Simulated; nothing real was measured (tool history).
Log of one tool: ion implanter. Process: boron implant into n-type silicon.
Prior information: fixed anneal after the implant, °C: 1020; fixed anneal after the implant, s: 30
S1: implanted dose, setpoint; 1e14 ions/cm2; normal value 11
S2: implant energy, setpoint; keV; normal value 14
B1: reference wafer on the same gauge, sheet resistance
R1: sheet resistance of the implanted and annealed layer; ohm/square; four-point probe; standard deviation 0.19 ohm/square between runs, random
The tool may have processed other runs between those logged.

run,day,S1,S2,B1,R1
1,0,11,14,104.04,129.07
2,1.212,11,14,104.02,129.16
3,2.783,8.68,14,103.98,156.09
4,3.825,8.68,14,103.98,156.96
5,6.633,8.68,14,104,156.63
6,8.933,11,14,103.99,129.71
7,10.25,11,14,104,129.33
8,12.021,9.01,15.5,104.02,150.87
# day 12.45: gauge calibrated
9,13.979,9.53,12,103.96,148.63
10,15.283,9.01,15.5,104,151.3
# day 15.683: extraction supply calibrated
# day 17.496: Faraday cup replaced and dose calibrated
11,17.517,11,10.5,103.98,134.39
12,20.288,9.39,17.5,104.02,141.56
13,21.783,11,14,104.02,127.95
14,23.967,11,14,103.96,127.84
15,26.75,11,16.5,104.01,125.02

Alternative continuations, all from the tool just after run 15; predict every row:
A,26.767,11,18,?,?
B,26.767,11,16,?,?
C,26.767,8.79,12,?,?
D,26.767,8.37,12.5,?,?

run,B1,R1
A,104.01,123.77
B,104.01,125.5
C,104.01,156.04
D,104.01,161.69
Had the tool no hidden state, the same runs would have come out as:
run,R1
A,123.54
B,125.27
C,155.74
D,161.38
